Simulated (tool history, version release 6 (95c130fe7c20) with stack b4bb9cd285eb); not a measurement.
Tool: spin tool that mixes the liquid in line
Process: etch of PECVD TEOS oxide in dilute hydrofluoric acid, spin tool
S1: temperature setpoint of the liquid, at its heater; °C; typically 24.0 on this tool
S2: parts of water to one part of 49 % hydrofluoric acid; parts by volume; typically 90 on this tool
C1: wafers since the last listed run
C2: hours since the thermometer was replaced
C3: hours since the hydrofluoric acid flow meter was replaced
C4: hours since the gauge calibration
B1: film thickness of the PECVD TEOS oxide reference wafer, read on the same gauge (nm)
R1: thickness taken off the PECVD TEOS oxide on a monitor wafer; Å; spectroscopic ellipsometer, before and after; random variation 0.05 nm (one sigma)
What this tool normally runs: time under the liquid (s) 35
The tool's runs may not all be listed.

Run 1, hour 0.0: usual settings but S2 115 parts by volume; C1 0; C2 630.8; C3 110.7; C4 82.4; B1 149.98. Result: R1 51.7 Å.
Run 2, hour 105.6: usual settings but S2 115 parts by volume; C1 1778; C2 736.4; C3 216.3; C4 188.0; B1 149.99. Result: R1 50.8 Å.
Run 3, hour 189.1: usual settings; C1 1406; C2 819.9; C3 299.8; C4 271.5; B1 149.98. Result: R1 66.6 Å.
Run 4, hour 261.2: usual settings; C1 1214; C2 892.0; C3 371.9; C4 343.6; B1 150.00. Result: R1 65.9 Å.
Run 5, hour 320.9: usual settings; C1 1005; C2 951.7; C3 431.6; C4 403.3; B1 149.99. Result: R1 64.9 Å.
At hour 337.1: hydrofluoric acid flow meter replaced.
Run 6, hour 416.6: usual settings; C1 1595; C2 1047.4; C3 79.5; C4 499.0; B1 150.00. Result: R1 67.9 Å.
Run 7, hour 497.5: usual settings; C1 1362; C2 1128.3; C3 160.4; C4 579.9; B1 149.98. Result: R1 66.6 Å.
Run 8, hour 562.7: usual settings; C1 1098; C2 1193.5; C3 225.6; C4 645.1; B1 150.00. Result: R1 66.2 Å.
Run 9, hour 660.7: usual settings; C1 1650; C2 1291.5; C3 323.6; C4 743.1; B1 149.99. Result: R1 64.3 Å.
Run 10, hour 711.6: usual settings but S1 26.5 °C; C1 857; C2 1342.4; C3 374.5; C4 794.0; B1 150.00. Result: R1 71.2 Å.
Run 11, hour 809.6: usual settings but S1 26.5 °C; C1 1650; C2 1440.4; C3 472.5; C4 892.0; B1 149.98. Result: R1 70.4 Å.
Run 12, hour 871.0: usual settings but S1 26.5 °C; C1 1034; C2 1501.8; C3 533.9; C4 953.4; B1 150.00. Result: R1 69.2 Å.
At hour 892.2: thermometer replaced.
At hour 897.6: hydrofluoric acid flow meter replaced.
Run 13, hour 970.2: usual settings but S2 125 parts by volume, time under the liquid (s) 45; C1 1637; C2 78.0; C3 72.6; C4 1052.6; B1 150.01. Result: R1 60.9 Å.
Run 14, hour 1032.0: usual settings but S2 125 parts by volume, time under the liquid (s) 45; C1 1041; C2 139.8; C3 134.4; C4 1114.4; B1 149.99. Result: R1 59.7 Å.
Run 15, hour 1169.8: usual settings; C1 2321; C2 277.6; C3 272.2; C4 1252.2; B1 150.00. Result: R1 66.8 Å.
Run 16, hour 1273.4: usual settings but S2 70 parts by volume; C1 1745; C2 381.2; C3 375.8; C4 1355.8; B1 149.99. Result: R1 86.4 Å.
Run 17, hour 1341.2: usual settings; C1 1142; C2 449.0; C3 443.6; C4 1423.6; B1 150.01. Result: R1 65.2 Å.
Run 18, hour 1398.0: usual settings but S1 26.0 °C; C1 956; C2 505.8; C3 500.4; C4 1480.4; B1 150.02. Result: R1 68.7 Å.
At hour 1453.2: hydrofluoric acid flow meter replaced.
Run 19, hour 1479.7: usual settings but S2 110 parts by volume, time under the liquid (s) 55; C1 1359; C2 587.5; C3 26.5; C4 1562.1; B1 150.00. Result: R1 87.1 Å.
Run 20, hour 1546.3: usual settings; C1 1121; C2 654.1; C3 93.1; C4 1628.7; B1 150.01. Result: R1 69.2 Å.
At hour 1611.1: gauge calibrated.
Run 21, hour 1614.9: usual settings but S1 22.5 °C, S2 110 parts by volume; C1 1155; C2 722.7; C3 161.7; C4 3.8; B1 149.99. Result: R1 51.2 Å.
Run 22, hour 1707.1: usual settings but S1 21.5 °C, S2 65 parts by volume, time under the liquid (s) 25; C1 1553; C2 814.9; C3 253.9; C4 96.0; B1 149.99. Result: R1 61.5 Å.
Run 23, hour 1776.0: usual settings; C1 1160; C2 883.8; C3 322.8; C4 164.9; B1 150.00. Result: R1 66.3 Å.
Run 24, hour 1856.6: usual settings but S2 60 parts by volume, time under the liquid (s) 50; C1 1357; C2 964.4; C3 403.4; C4 245.5; B1 150.01. Result: R1 148.4 Å.
Run 25, hour 1910.7: usual settings but S1 20.5 °C, S2 50 parts by volume, time under the liquid (s) 55; C1 911; C2 1018.5; C3 457.5; C4 299.6; B1 150.00. Result: R1 169.2 Å.
At hour 1948.0: hydrofluoric acid flow meter replaced.
Run 26, hour 1966.4: usual settings but S1 25.5 °C, S2 70 parts by volume, time under the liquid (s) 45; C1 921; C2 1074.2; C3 18.4; C4 355.3; B1 149.98. Result: R1 124.5 Å.
Run 27, hour 2067.1: usual settings but S2 120 parts by volume, time under the liquid (s) 15; C1 1696; C2 1174.9; C3 119.1; C4 456.0; B1 149.99. Result: R1 21.4 Å.
Run 28, hour 2148.4: usual settings; C1 1369; C2 1256.2; C3 200.4; C4 537.3; B1 149.98. Result: R1 67.6 Å.
Run 29, hour 2204.4: usual settings but S1 21.0 °C, S2 65 parts by volume, time under the liquid (s) 30; C1 943; C2 1312.2; C3 256.4; C4 593.3; B1 149.99. Result: R1 73.2 Å.
At hour 2412.0: thermometer replaced.
Run 30, hour 2459.3: usual settings but S1 28.0 °C, S2 115 parts by volume, time under the liquid (s) 25; C1 4277; C2 47.3; C3 511.3; C4 848.2; B1 150.00. Result: R1 40.4 Å.
At hour 2492.1: hydrofluoric acid flow meter replaced.
Run 31, hour 2498.8: usual settings; C1 648; C2 86.8; C3 6.7; C4 887.7; B1 150.00. Result: R1 69.7 Å.

Measured result minus the same run's result without the hidden state. Both carry the same run-to-run variation, though not necessarily the same gauge scatter:
Hidden state present: liquid hotter than its thermometer reads (K); hydrofluoric acid flow below the setpoint (%); gauge reads high (%).
run     R1
  1   -1.2
  2   -2.1
  3   -3.6
  4   -4.4
  5   -5.0
  6   -2.1
  7   -2.9
  8   -3.6
  9   -4.7
 10   -5.8
 11   -7.1
 12   -7.8
 13   -1.1
 14   -1.8
 15   -3.5
 16   -6.0
 17   -5.4
 18   -6.4
 19   -0.5
 20   -1.1
 21   -1.4
 22   -2.6
 23   -3.7
 24   -9.9
 25  -12.6
 26   -0.4
 27   -0.4
 28   -2.2
 29   -3.0
 30   -3.7
 31   -0.2
